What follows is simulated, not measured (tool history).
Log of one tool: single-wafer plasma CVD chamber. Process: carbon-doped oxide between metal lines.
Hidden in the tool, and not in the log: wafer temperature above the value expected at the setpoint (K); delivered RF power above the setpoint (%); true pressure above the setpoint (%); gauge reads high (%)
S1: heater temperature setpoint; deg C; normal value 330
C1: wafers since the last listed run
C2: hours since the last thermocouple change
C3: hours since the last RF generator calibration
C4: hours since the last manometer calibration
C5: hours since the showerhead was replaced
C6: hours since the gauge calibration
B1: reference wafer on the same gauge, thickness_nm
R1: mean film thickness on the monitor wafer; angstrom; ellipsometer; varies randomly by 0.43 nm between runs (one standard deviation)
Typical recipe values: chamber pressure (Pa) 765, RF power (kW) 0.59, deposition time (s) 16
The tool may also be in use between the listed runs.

run 1 hour=0 | S1=334 chamber_pressure_(Pa)=765 RF_power_(kW)=0.59 deposition_time_(s)=18.3 | C1=0 C2=1408.2 C3=1364.8 C4=1061.3 C5=5028 C6=919.5 | B1=96.157 | R1=1069.33
run 2 hour=33.8 | S1=334 chamber_pressure_(Pa)=765 RF_power_(kW)=0.59 deposition_time_(s)=18.3 | C1=1052 C2=1442 C3=1398.6 C4=1095.1 C5=5061.8 C6=953.3 | B1=96.25 | R1=1080.2
run 3 hour=203.6 | S1=334 chamber_pressure_(Pa)=765 RF_power_(kW)=0.59 deposition_time_(s)=18.3 | C1=5285 C2=1611.8 C3=1568.4 C4=1264.9 C5=5231.6 C6=1123.1 | B1=96.022 | R1=1073.33
run 4 hour=246.4 | S1=330 chamber_pressure_(Pa)=765 RF_power_(kW)=0.59 deposition_time_(s)=16 | C1=1332 C2=1654.6 C3=1611.2 C4=1307.7 C5=5274.4 C6=1165.9 | B1=96.292 | R1=950.83
run 5 hour=309.1 | S1=330 chamber_pressure_(Pa)=765 RF_power_(kW)=0.59 deposition_time_(s)=16 | C1=1951 C2=1717.3 C3=1673.9 C4=1370.4 C5=5337.1 C6=1228.6 | B1=96.143 | R1=941.72
run 6 hour=335.8 | S1=330 chamber_pressure_(Pa)=765 RF_power_(kW)=0.59 deposition_time_(s)=14.1 | C1=831 C2=1744 C3=1700.6 C4=1397.1 C5=5363.8 C6=1255.3 | B1=96.12 | R1=838.84
run 7 hour=398 | S1=330 chamber_pressure_(Pa)=765 RF_power_(kW)=0.515 deposition_time_(s)=16 | C1=1936 C2=1806.2 C3=1762.8 C4=1459.3 C5=5426 C6=1317.5 | B1=96.052 | R1=821.82
run 8 hour=451.6 | S1=330 chamber_pressure_(Pa)=765 RF_power_(kW)=0.515 deposition_time_(s)=16 | C1=1668 C2=1859.8 C3=1816.4 C4=1512.9 C5=5479.6 C6=1371.1 | B1=96.113 | R1=827.34
run 9 hour=486.5 | S1=330 chamber_pressure_(Pa)=765 RF_power_(kW)=0.515 deposition_time_(s)=16 | C1=1086 C2=1894.7 C3=1851.3 C4=1547.8 C5=5514.5 C6=1406 | B1=95.922 | R1=834.29
-- hour=551.8 gauge calibrated
run 10 hour=556.9 | S1=330 chamber_pressure_(Pa)=833 RF_power_(kW)=0.59 deposition_time_(s)=18.4 | C1=2191 C2=1965.1 C3=1921.7 C4=1618.2 C5=5584.9 C6=5.1 | B1=96.02 | R1=1091.9
-- hour=595.3 capacitance manometer re-zeroed and calibrated
run 11 hour=621.3 | S1=330 chamber_pressure_(Pa)=833 RF_power_(kW)=0.59 deposition_time_(s)=18.4 | C1=1755 C2=2029.5 C3=1986.1 C4=26 C5=5649.3 C6=69.5 | B1=96.109 | R1=1086.62
run 12 hour=650.2 | S1=330 chamber_pressure_(Pa)=833 RF_power_(kW)=0.59 deposition_time_(s)=18.4 | C1=899 C2=2058.4 C3=2015 C4=54.9 C5=5678.2 C6=98.4 | B1=96.168 | R1=1087.25
-- hour=668.1 showerhead replaced
run 13 hour=714.6 | S1=330 chamber_pressure_(Pa)=765 RF_power_(kW)=0.59 deposition_time_(s)=16 | C1=1755 C2=2122.8 C3=2079.4 C4=119.3 C5=46.5 C6=162.8 | B1=96.09 | R1=931.9
run 14 hour=777.6 | S1=334 chamber_pressure_(Pa)=765 RF_power_(kW)=0.59 deposition_time_(s)=16 | C1=1960 C2=2185.8 C3=2142.4 C4=182.3 C5=109.5 C6=225.8 | B1=96.026 | R1=923.35
run 15 hour=825.8 | S1=330 chamber_pressure_(Pa)=765 RF_power_(kW)=0.51 deposition_time_(s)=16 | C1=1500 C2=2234 C3=2190.6 C4=230.5 C5=157.7 C6=274 | B1=96.097 | R1=812.73
run 16 hour=874.5 | S1=334 chamber_pressure_(Pa)=765 RF_power_(kW)=0.59 deposition_time_(s)=16 | C1=1515 C2=2282.7 C3=2239.3 C4=279.2 C5=206.4 C6=322.7 | B1=96.117 | R1=921.03
run 17 hour=898.6 | S1=330 chamber_pressure_(Pa)=765 RF_power_(kW)=0.515 deposition_time_(s)=16 | C1=750 C2=2306.8 C3=2263.4 C4=303.3 C5=230.5 C6=346.8 | B1=96.193 | R1=812.99
-- hour=914.6 thermocouple changed; heater temperature recalibrated
run 18 hour=954.8 | S1=334 chamber_pressure_(Pa)=765 RF_power_(kW)=0.68 deposition_time_(s)=13.6 | C1=1500 C2=40.2 C3=2319.6 C4=359.5 C5=286.7 C6=403 | B1=96.18 | R1=885.3
run 19 hour=1022.9 | S1=330 chamber_pressure_(Pa)=644 RF_power_(kW)=0.59 deposition_time_(s)=17 | C1=2119 C2=108.3 C3=2387.7 C4=427.6 C5=354.8 C6=471.1 | B1=95.969 | R1=963.59
run 20 hour=1047.1 | S1=341 chamber_pressure_(Pa)=945 RF_power_(kW)=0.68 deposition_time_(s)=17.8 | C1=753 C2=132.5 C3=2411.9 C4=451.8 C5=379 C6=495.3 | B1=96.184 | R1=1141.69
-- hour=1066.5 RF generator calibrated
run 21 hour=1092.3 | S1=330 chamber_pressure_(Pa)=864 RF_power_(kW)=0.59 deposition_time_(s)=16 | C1=1157 C2=177.7 C3=25.8 C4=497 C5=424.2 C6=540.5 | B1=96.182 | R1=985.15
run 22 hour=1126.1 | S1=330 chamber_pressure_(Pa)=765 RF_power_(kW)=0.56 deposition_time_(s)=16 | C1=1052 C2=211.5 C3=59.6 C4=530.8 C5=458 C6=574.3 | B1=96.116 | R1=916.95
run 23 hour=1152.3 | S1=330 chamber_pressure_(Pa)=765 RF_power_(kW)=0.59 deposition_time_(s)=16 | C1=815 C2=237.7 C3=85.8 C4=557 C5=484.2 C6=600.5 | B1=96.126 | R1=969.72
run 24 hour=1237.7 | S1=330 chamber_pressure_(Pa)=644 RF_power_(kW)=0.515 deposition_time_(s)=16 | C1=2658 C2=323.1 C3=171.2 C4=642.4 C5=569.6 C6=685.9 | B1=95.999 | R1=841.46
run 25 hour=1304.2 | S1=316 chamber_pressure_(Pa)=660 RF_power_(kW)=0.59 deposition_time_(s)=16 | C1=2069 C2=389.6 C3=237.7 C4=708.9 C5=636.1 C6=752.4 | B1=96.068 | R1=1008.35
run 26 hour=1374.3 | S1=330 chamber_pressure_(Pa)=765 RF_power_(kW)=0.69 deposition_time_(s)=16 | C1=2181 C2=459.7 C3=307.8 C4=779 C5=706.2 C6=822.5 | B1=96.182 | R1=1102.72
run 27 hour=1419.9 | S1=330 chamber_pressure_(Pa)=644 RF_power_(kW)=0.59 deposition_time_(s)=17 | C1=1419 C2=505.3 C3=353.4 C4=824.6 C5=751.8 C6=868.1 | B1=96.101 | R1=996.57
run 28 hour=1457.3 | S1=330 chamber_pressure_(Pa)=765 RF_power_(kW)=0.59 deposition_time_(s)=16 | C1=1164 C2=542.7 C3=390.8 C4=862 C5=789.2 C6=905.5 | B1=96.123 | R1=961.55

Each row is a separate what-if for the run after 28, all from the same tool condition, not one after another. Results?
run A hour=1457.7 | S1=330 chamber_pressure_(Pa)=765 RF_power_(kW)=0.635 deposition_time_(s)=16 | C1=12 C2=543.1 C3=391.2 C4=862.4 C5=789.6 C6=905.9 | B1=? | R1=?
run B hour=1457.7 | S1=330 chamber_pressure_(Pa)=765 RF_power_(kW)=0.59 deposition_time_(s)=18.6 | C1=12 C2=543.1 C3=391.2 C4=862.4 C5=789.6 C6=905.9 | B1=? | R1=?
run C hour=1457.7 | S1=330 chamber_pressure_(Pa)=765 RF_power_(kW)=0.59 deposition_time_(s)=18.4 | C1=12 C2=543.1 C3=391.2 C4=862.4 C5=789.6 C6=905.9 | B1=? | R1=?
run D hour=1457.7 | S1=330 chamber_pressure_(Pa)=595 RF_power_(kW)=0.59 deposition_time_(s)=17 | C1=12 C2=543.1 C3=391.2 C4=862.4 C5=789.6 C6=905.9 | B1=? | R1=?

run=A B1=96.111 R1=1023.47
run=B B1=96.111 R1=1113.03
run=C B1=96.111 R1=1101.27
run=D B1=96.111 R1=986.83
The same runs, with their run-to-run variation unchanged, on a tool lacking any hidden condition would have given:
run=A R1=1024.76
run=B R1=1114.46
run=C R1=1102.68
run=D R1=988.11

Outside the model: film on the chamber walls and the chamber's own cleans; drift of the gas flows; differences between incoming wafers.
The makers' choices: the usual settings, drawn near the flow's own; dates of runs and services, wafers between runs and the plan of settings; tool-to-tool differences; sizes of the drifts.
